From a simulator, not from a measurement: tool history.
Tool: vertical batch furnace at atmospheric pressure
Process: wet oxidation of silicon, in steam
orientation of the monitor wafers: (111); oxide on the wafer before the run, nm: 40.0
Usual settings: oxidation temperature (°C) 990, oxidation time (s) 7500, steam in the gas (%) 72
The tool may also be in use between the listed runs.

run	hour	oxidation temperature (°C)	oxidation time (s)	steam in the gas (%)	read-back reference wafer on the same gauge, thickness	oxide thickness on the monitor wafer (nm)
1	0	990	7500	72	711.03	632.88
2	29.4	990	7500	72	710.86	635.84
3	59.9	990	7500	72	710.66	634.83
4	82.5	990	7500	72	711.21	631.29
5	111.8	990	7500	72	711.29	632
6	138	998	7500	72	711.13	657.35
7	165.8	996	7500	72	711.18	654.09
8	180.7	1008	7500	72	710.91	689.98
9	205.5	1008	7500	72	711.22	689.8
10	229.8	1008	7500	72	710.83	690.05
11	245.5	990	7500	72	711.14	630.01
# hour 281.4: steam generator serviced
12	281.9	990	7500	72	710.96	673.18
13	299	990	7500	72	711.04	669.86
14	329	990	7500	72	711.19	672.24
15	362.1	990	7500	72	710.79	671.06
# hour 404.4: gauge calibrated
# hour 406.9: thermocouples replaced and temperature profile calibrated
16	407.4	990	7500	72	710.91	672.46
17	412.7	1008	10500	82	710.7	952.27
18	423.3	990	7500	72	710.72	671.02
19	449.4	990	7500	72	711.02	668.6
20	467.6	990	7500	72	711.05	672.28
21	491.9	980	11040	69	711.02	777.93
22	509.8	990	7500	72	710.44	671.2
23	523.4	981	5520	78	711.16	559.17
24	553.3	1004	4740	82	711.05	593.04
25	578.8	990	6510	84	711.12	675.21
26	612.8	1006	7500	72	711.23	722.95
27	641.5	997	9810	80	710.42	861.68
28	656.4	981	4920	62	710.94	451.14
29	688.1	1007	10770	78	711.06	931.52
30	714.9	990	7500	61	711.09	606.15
31	736.6	969	7500	72	710.76	600.5
32	771.7	965	4830	77	711.15	462.98

The same runs without the tool's hidden state, with the same run-to-run variation:
The hidden state here: true tube temperature minus thermocouple reading, K; steam share off its setpoint, % of the setpoint; gauge reads high (%).
run	oxide thickness on the monitor wafer (nm)
1	674.39
2	678.07
3	677.56
4	674.19
5	675.49
6	702.51
7	699.7
8	737.53
9	737.84
10	738.6
11	675.89
12	678.25
13	674.91
14	677.31
15	676.13
16	677.56
17	959.15
18	676.12
19	673.7
20	677.42
21	783.88
22	676.37
23	563.61
24	597.63
25	680.48
26	728.51
27	868.32
28	454.91
29	938.68
30	611.12
31	605.59
32	467.06
